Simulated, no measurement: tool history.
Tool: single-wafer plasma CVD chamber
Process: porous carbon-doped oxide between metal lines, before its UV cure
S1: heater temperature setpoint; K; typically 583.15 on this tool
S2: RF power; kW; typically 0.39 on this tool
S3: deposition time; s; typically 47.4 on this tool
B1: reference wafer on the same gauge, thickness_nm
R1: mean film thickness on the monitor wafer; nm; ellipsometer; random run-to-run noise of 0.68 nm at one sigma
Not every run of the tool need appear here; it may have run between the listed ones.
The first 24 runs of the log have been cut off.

{"run": 25, "day": 27.912, "S1": 569.15, "S2": 0.41, "S3": 41.4, "B1": 184.072, "R1": 183.653}
{"run": 26, "day": 29.096, "S1": 583.15, "S2": 0.39, "S3": 47.4, "B1": 183.802, "R1": 187.048}
{"run": 27, "day": 30.017, "S1": 575.15, "S2": 0.445, "S3": 41.5, "B1": 184.066, "R1": 189.144}
{"run": 28, "day": 33.942, "S1": 583.15, "S2": 0.44, "S3": 47.4, "B1": 183.936, "R1": 203.457}
{"run": 29, "day": 34.496, "S1": 575.15, "S2": 0.39, "S3": 39.7, "B1": 183.915, "R1": 164.528}
{"run": 30, "day": 35.008, "S1": 595.15, "S2": 0.445, "S3": 41, "B1": 183.872, "R1": 168.15}
{"run": 31, "day": 35.679, "S1": 572.15, "S2": 0.39, "S3": 47.4, "B1": 184.01, "R1": 197.075}
{"run": 32, "day": 36.862, "S1": 588.15, "S2": 0.32, "S3": 44.1, "B1": 184.088, "R1": 147.075}
{"run": 33, "day": 38.0, "S1": 583.15, "S2": 0.39, "S3": 47.4, "B1": 184.1, "R1": 185.799}

Predict each of these 5 candidate next runs independently; none follows another, all start after run 33:
{"run": "A", "day": 38.017, "S1": 577.15, "S2": 0.39, "S3": 47.4, "B1": "?", "R1": "?"}
{"run": "B", "day": 38.017, "S1": 587.15, "S2": 0.415, "S3": 41.5, "B1": "?", "R1": "?"}
{"run": "C", "day": 38.017, "S1": 596.15, "S2": 0.39, "S3": 43.1, "B1": "?", "R1": "?"}
{"run": "D", "day": 38.017, "S1": 591.15, "S2": 0.42, "S3": 39.6, "B1": "?", "R1": "?"}
{"run": "E", "day": 38.017, "S1": 583.15, "S2": 0.425, "S3": 53.9, "B1": "?", "R1": "?"}

run=A B1=183.841 R1=191.376
run=B B1=183.841 R1=166.971
run=C B1=183.841 R1=158.656
run=D B1=183.841 R1=157.76
run=E B1=183.841 R1=223.794
What these runs would have given with no unlogged condition in the tool:
run=A R1=201.791
run=B R1=175.686
run=C R1=166.784
run=D R1=165.877
run=E R1=235.557

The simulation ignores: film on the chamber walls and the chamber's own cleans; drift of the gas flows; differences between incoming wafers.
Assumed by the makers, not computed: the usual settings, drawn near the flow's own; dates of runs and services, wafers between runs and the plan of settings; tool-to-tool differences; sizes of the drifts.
